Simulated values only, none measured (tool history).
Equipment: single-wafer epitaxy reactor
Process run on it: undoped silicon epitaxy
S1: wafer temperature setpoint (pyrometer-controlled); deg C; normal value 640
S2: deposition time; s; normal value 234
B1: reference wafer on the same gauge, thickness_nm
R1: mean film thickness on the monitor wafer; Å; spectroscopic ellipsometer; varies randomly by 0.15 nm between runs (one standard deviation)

run   hour   S1   S2      B1      R1
  1    0.0  640  249  34.712  334.11
  2   39.4  640  249  34.688  332.55
  3   78.0  640  234  34.725  311.25
  4  102.4  640  234  34.683  311.41
  5  167.4  640  202  34.734  267.35
  6  195.7  640  202  34.677  266.27
  7  241.2  640  202  34.703  266.03
  8  288.6  640  234  34.657  309.37
  9  319.7  640  234  34.709  308.51
 10  376.2  652  234  34.661  411.53
 11  422.7  640  234  34.655  305.06
 12  463.5  654  234  34.685  427.89
 13  505.4  640  234  34.682  300.25

Expected results for the next run?
     562.6  -- gauge calibrated
 14  571.1  628  220   ?   ?

Run 14 produced B1 34.682, R1 205.91 Å.
The same run, on a tool lacking any hidden state, would have yielded R1 219.72 Å.
